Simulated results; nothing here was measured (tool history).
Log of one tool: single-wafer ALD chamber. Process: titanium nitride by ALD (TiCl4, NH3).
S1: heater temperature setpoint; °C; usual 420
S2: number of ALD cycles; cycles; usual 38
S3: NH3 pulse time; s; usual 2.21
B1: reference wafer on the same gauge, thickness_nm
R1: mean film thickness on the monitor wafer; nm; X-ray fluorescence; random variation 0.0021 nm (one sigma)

| run | hour | S1 | S2 | S3 | B1 | R1 |
|---|---|---|---|---|---|---|
| 1 | 0 | 420 | 38 | 2.21 | 0.889 | 0.854 |
| 2 | 76.1 | 408 | 38 | 2.21 | 0.889 | 0.851 |
| 3 | 142 | 408 | 38 | 2.21 | 0.889 | 0.853 |
| 4 | 188.9 | 408 | 38 | 2.21 | 0.888 | 0.851 |
| 5 | 290.8 | 420 | 38 | 2.21 | 0.887 | 0.852 |
| 6 | 370 | 420 | 38 | 2.21 | 0.888 | 0.849 |
| 7 | 439.7 | 420 | 35 | 2.39 | 0.887 | 0.784 |
|  | 462.9 | gauge calibrated |
| 8 | 503.6 | 420 | 35 | 2.39 | 0.893 | 0.792 |
| 9 | 540.6 | 420 | 35 | 2.39 | 0.894 | 0.788 |
| 10 | 668.1 | 420 | 38 | 2.21 | 0.893 | 0.853 |
| 11 | 718.2 | 420 | 41 | 2.21 | 0.894 | 0.927 |
|  | 789 | thermocouple changed; heater temperature recalibrated |
| 12 | 789.5 | 420 | 41 | 2.21 | 0.893 | 0.926 |
| 13 | 836.7 | 420 | 41 | 2.21 | 0.895 | 0.927 |
| 14 | 933.1 | 420 | 38 | 2.21 | 0.894 | 0.855 |
| 15 | 1022.6 | 420 | 38 | 2.21 | 0.893 | 0.856 |
|  | 1086 | showerhead replaced |
| 16 | 1099.7 | 420 | 38 | 2.21 | 0.893 | 0.857 |
| 17 | 1197 | 420 | 38 | 2.21 | 0.895 | 0.857 |
| 18 | 1274.2 | 420 | 38 | 2.21 | 0.893 | 0.857 |
| 19 | 1345.5 | 410 | 32 | 2.96 | 0.893 | 0.726 |
| 20 | 1383.6 | 426 | 45 | 2.57 | 0.894 | 1.022 |
| 21 | 1448.9 | 420 | 31 | 2.21 | 0.893 | 0.701 |
| 22 | 1485.5 | 409 | 41 | 2.64 | 0.893 | 0.926 |
| 23 | 1543.7 | 415 | 38 | 1.72 | 0.892 | 0.85 |
| 24 | 1614.5 | 420 | 33 | 2.21 | 0.893 | 0.742 |
| 25 | 1700.6 | 434 | 38 | 2.9 | 0.892 | 0.86 |
| 26 | 1740.2 | 420 | 38 | 2.21 | 0.891 | 0.855 |
| 27 | 1828.4 | 433 | 38 | 2.21 | 0.892 | 0.857 |
| 28 | 1893.6 | 426 | 31 | 1.6 | 0.891 | 0.69 |
| 29 | 1957.4 | 428 | 38 | 3.09 | 0.892 | 0.864 |
| 30 | 2032.3 | 432 | 41 | 2.62 | 0.891 | 0.93 |
| 31 | 2089 | 420 | 38 | 2.21 | 0.892 | 0.853 |
| 32 | 2168.1 | 425 | 35 | 2.84 | 0.891 | 0.795 |
| 33 | 2209.5 | 420 | 38 | 2.21 | 0.891 | 0.854 |
| 34 | 2309.1 | 420 | 38 | 2.72 | 0.89 | 0.856 |
| 35 | 2349.2 | 408 | 33 | 1.54 | 0.89 | 0.725 |
| 36 | 2468.8 | 420 | 38 | 2.21 | 0.889 | 0.851 |
| 37 | 2538.8 | 420 | 42 | 2.21 | 0.889 | 0.942 |
| 38 | 2589.9 | 427 | 38 | 1.95 | 0.889 | 0.851 |
|  | 2619.6 | thermocouple changed; heater temperature recalibrated |
| 39 | 2633.8 | 420 | 38 | 2.21 | 0.889 | 0.85 |

4 ways to go on from here, each from the tool as it stands after run 39. What would each give?
| A | 2634.3 | 420 | 38 | 2.21 | ? | ? |
| B | 2634.3 | 415 | 44 | 1.41 | ? | ? |
| C | 2634.3 | 420 | 32 | 1.81 | ? | ? |
| D | 2634.3 | 420 | 32 | 2.21 | ? | ? |

| run | B1 | R1 |
|---|---|---|
| A | 0.888 | 0.855 |
| B | 0.888 | 0.969 |
| C | 0.888 | 0.715 |
| D | 0.888 | 0.72 |
Without the tool's hidden state the same runs would have given:
| run | R1 |
|---|---|
| A | 0.861 |
| B | 0.975 |
| C | 0.72 |
| D | 0.725 |
